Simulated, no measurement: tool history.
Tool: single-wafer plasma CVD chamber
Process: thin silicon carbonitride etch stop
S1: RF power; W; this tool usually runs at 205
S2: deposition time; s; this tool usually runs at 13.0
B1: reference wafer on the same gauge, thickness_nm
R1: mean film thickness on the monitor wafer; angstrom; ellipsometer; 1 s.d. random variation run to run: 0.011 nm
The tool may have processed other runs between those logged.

| run | hour | S1 | S2 | B1 | R1 |
|---|---|---|---|---|---|
| 1 | 0.0 | 205 | 13.6 | 6.312 | 76.07 |
| 2 | 49.5 | 205 | 13.0 | 6.311 | 72.53 |
| 3 | 119.9 | 205 | 13.0 | 6.306 | 72.78 |
| 4 | 174.9 | 205 | 13.0 | 6.308 | 72.61 |
| 5 | 222.1 | 220 | 13.0 | 6.307 | 74.40 |
| 6 | 254.7 | 220 | 13.0 | 6.307 | 74.31 |
| 7 | 325.2 | 215 | 13.0 | 6.312 | 73.57 |
| 8 | 387.4 | 225 | 14.5 | 6.312 | 83.44 |
| 9 | 430.0 | 225 | 14.5 | 6.310 | 83.23 |
| 10 | 495.7 | 225 | 14.5 | 6.311 | 83.52 |
| 11 | 667.6 | 205 | 13.0 | 6.310 | 72.56 |
| 12 | 729.9 | 205 | 13.0 | 6.311 | 72.30 |
|  | 757.7 | gauge calibrated |
| 13 | 801.2 | 230 | 14.7 | 6.315 | 84.82 |
| 14 | 853.4 | 230 | 14.7 | 6.312 | 84.97 |
|  | 861.9 | showerhead replaced |
| 15 | 903.8 | 230 | 14.7 | 6.308 | 84.91 |
| 16 | 961.4 | 205 | 13.0 | 6.309 | 72.34 |
| 17 | 997.0 | 205 | 13.0 | 6.309 | 72.28 |
| 18 | 1046.1 | 245 | 11.3 | 6.310 | 66.77 |
|  | 1075.6 | thermocouple changed; heater temperature recalibrated |
| 19 | 1093.1 | 205 | 12.2 | 6.307 | 67.75 |
| 20 | 1163.0 | 205 | 12.1 | 6.313 | 66.92 |

Run 21, settings as shown, results not yet in. Your forecast:
| 21 | 1208.4 | 165 | 12.3 | ? | ? |

Run 21 measured B1 6.313, R1 63.46 angstrom.
Had the tool carried no hidden state, the very same run would have given R1 64.02 angstrom.
